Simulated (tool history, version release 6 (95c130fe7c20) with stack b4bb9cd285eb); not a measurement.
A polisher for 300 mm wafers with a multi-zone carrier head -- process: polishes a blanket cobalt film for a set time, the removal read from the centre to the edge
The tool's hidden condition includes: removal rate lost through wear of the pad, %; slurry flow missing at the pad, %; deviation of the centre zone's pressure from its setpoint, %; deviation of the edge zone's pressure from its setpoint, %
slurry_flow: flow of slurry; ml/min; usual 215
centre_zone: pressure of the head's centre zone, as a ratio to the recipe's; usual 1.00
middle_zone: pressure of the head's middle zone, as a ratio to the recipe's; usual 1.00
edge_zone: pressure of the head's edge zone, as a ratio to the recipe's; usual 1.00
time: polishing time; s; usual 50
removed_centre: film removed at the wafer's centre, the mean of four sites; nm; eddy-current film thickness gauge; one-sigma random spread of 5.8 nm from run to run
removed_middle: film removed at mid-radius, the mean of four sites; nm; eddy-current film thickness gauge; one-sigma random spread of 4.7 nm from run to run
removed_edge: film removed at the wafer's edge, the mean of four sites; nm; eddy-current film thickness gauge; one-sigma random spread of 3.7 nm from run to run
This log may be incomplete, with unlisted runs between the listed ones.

run,hour,slurry_flow,centre_zone,middle_zone,edge_zone,time,wafers since the last listed run,wafers polished on this pad,hours since the slurry nozzle was cleaned,hours since the centre zone pressure was calibrated,hours since the edge zone pressure was calibrated,hours since the carrier head's membrane was replaced,"incoming thickness of the incoming film, nm",removed_centre,removed_middle,removed_edge
1,0.0,215,1.00,1.00,1.00,50,0,76,704.0,0.5,913.1,962.2,1215.1,367.0,368.9,364.9
2,7.4,215,1.00,1.00,1.00,50,62,139,711.4,7.9,920.5,969.6,1191.6,365.7,367.9,376.5
3,19.5,215,1.00,1.00,1.00,50,102,242,723.5,20.0,932.6,981.7,1180.2,379.6,360.6,376.1
4,29.9,215,1.00,1.00,1.00,50,88,331,733.9,30.4,943.0,992.1,1200.7,373.8,365.9,371.5
# hour 37.1: carrier head's membrane replaced by a new one
5,47.4,215,1.00,1.00,1.00,50,106,437,751.4,47.9,960.5,10.3,1200.8,367.4,368.8,373.7
6,56.3,215,1.07,1.09,1.00,58,75,513,760.3,56.8,969.4,19.2,1195.6,456.5,471.2,431.3
# hour 62.5: slurry nozzle cleaned
7,68.9,215,0.94,1.00,1.00,50,98,611,6.4,69.4,982.0,31.8,1195.2,325.6,343.8,355.1
8,79.1,160,1.00,1.00,1.00,50,86,698,16.6,79.6,992.2,42.0,1202.4,300.9,306.6,328.5
9,89.1,240,1.11,0.96,1.05,50,85,783,26.6,89.6,1002.2,52.0,1200.3,386.2,337.0,366.7
# hour 91.9: edge zone pressure recalibrated
# hour 97.2: worn pad replaced by a new one
10,101.7,235,0.90,1.00,1.00,36,56,38,39.2,102.2,9.8,64.6,1199.3,218.6,246.5,257.3
11,116.9,215,1.00,1.00,1.00,42,129,167,54.4,117.4,25.0,79.8,1204.8,277.2,277.9,289.9
12,125.4,215,1.00,1.00,0.96,67,72,239,62.9,125.9,33.5,88.3,1211.2,431.9,439.0,451.9
# hour 129.0: slurry nozzle cleaned, repeated, since the last time left the tool worse
13,132.8,215,0.88,1.03,1.00,50,54,294,3.8,133.3,40.9,95.7,1203.3,352.8,393.1,386.2
14,149.6,215,1.07,1.11,0.95,38,142,437,20.6,150.1,57.7,112.5,1189.7,322.4,328.8,283.6
15,166.5,265,1.00,0.94,0.93,50,143,580,37.5,167.0,74.6,129.4,1194.6,408.9,376.3,385.4
16,179.8,215,1.00,1.00,1.00,50,113,693,50.8,180.3,87.9,142.7,1181.1,390.6,387.4,391.5
# hour 190.7: worn pad replaced by a new one
17,191.2,215,1.05,0.94,1.00,34,62,3,62.2,191.7,99.3,154.1,1189.7,277.8,247.7,263.4
18,200.5,215,1.00,1.00,0.96,50,79,83,71.5,201.0,108.6,163.4,1182.1,379.8,385.4,380.1
19,213.0,215,1.09,1.00,1.00,50,106,189,84.0,213.5,121.1,175.9,1194.0,428.7,382.3,386.4
20,228.6,215,1.00,0.91,1.00,50,132,322,99.6,229.1,136.7,191.5,1211.2,391.5,357.6,389.8
21,237.8,215,1.00,1.00,1.00,50,78,400,108.8,238.3,145.9,200.7,1211.1,394.2,374.7,379.0
22,247.4,215,1.00,1.00,1.00,50,81,481,118.4,247.9,155.5,210.3,1212.2,386.6,372.5,385.8

Across each entry between runs, compare the hidden state at the last listed run before it with the hidden state at the first listed run after it:
After run 4, before run 5: carrier head's membrane replaced by a new one (hour 37.1)
  slurry flow missing at the pad, %: 28.3 -> 28.4
  the result without the hidden state subtracted from the measured one, removed_centre: -26.4 -> -26.1 nm; removed_middle: -23.1 -> -23.4 nm; removed_edge: -17.1 -> -17.2 nm
After run 6, before run 7: slurry nozzle cleaned (hour 62.5)
  slurry flow missing at the pad, %: 28.5 -> 45.5
  the result without the hidden state subtracted from the measured one, removed_centre: -32.4 -> -53.1 nm; removed_middle: -29.9 -> -49.3 nm; removed_edge: -20.0 -> -35.9 nm
After run 9, before run 10: edge zone pressure recalibrated (hour 91.9); worn pad replaced by a new one (hour 97.2)
  slurry flow missing at the pad, %: 47.9 -> 49.3
  the result without the hidden state subtracted from the measured one, removed_centre: -62.0 -> -38.5 nm; removed_middle: -47.8 -> -38.3 nm; removed_edge: -37.1 -> -28.2 nm
After run 12, before run 13: slurry nozzle cleaned, repeated, since the last time left the tool worse (hour 129.0)
  slurry flow missing at the pad, %: 51.8 -> 2.86
  the result without the hidden state subtracted from the measured one, removed_centre: -95.3 -> -1.8 nm; removed_middle: -84.6 -> -1.7 nm; removed_edge: -60.2 -> -1.2 nm
After run 16, before run 17: worn pad replaced by a new one (hour 190.7)
  slurry flow missing at the pad, %: 8.24 -> 9.38
  the result without the hidden state subtracted from the measured one, removed_centre: -6.0 -> -4.9 nm; removed_middle: -5.3 -> -3.9 nm; removed_edge: -4.0 -> -3.1 nm
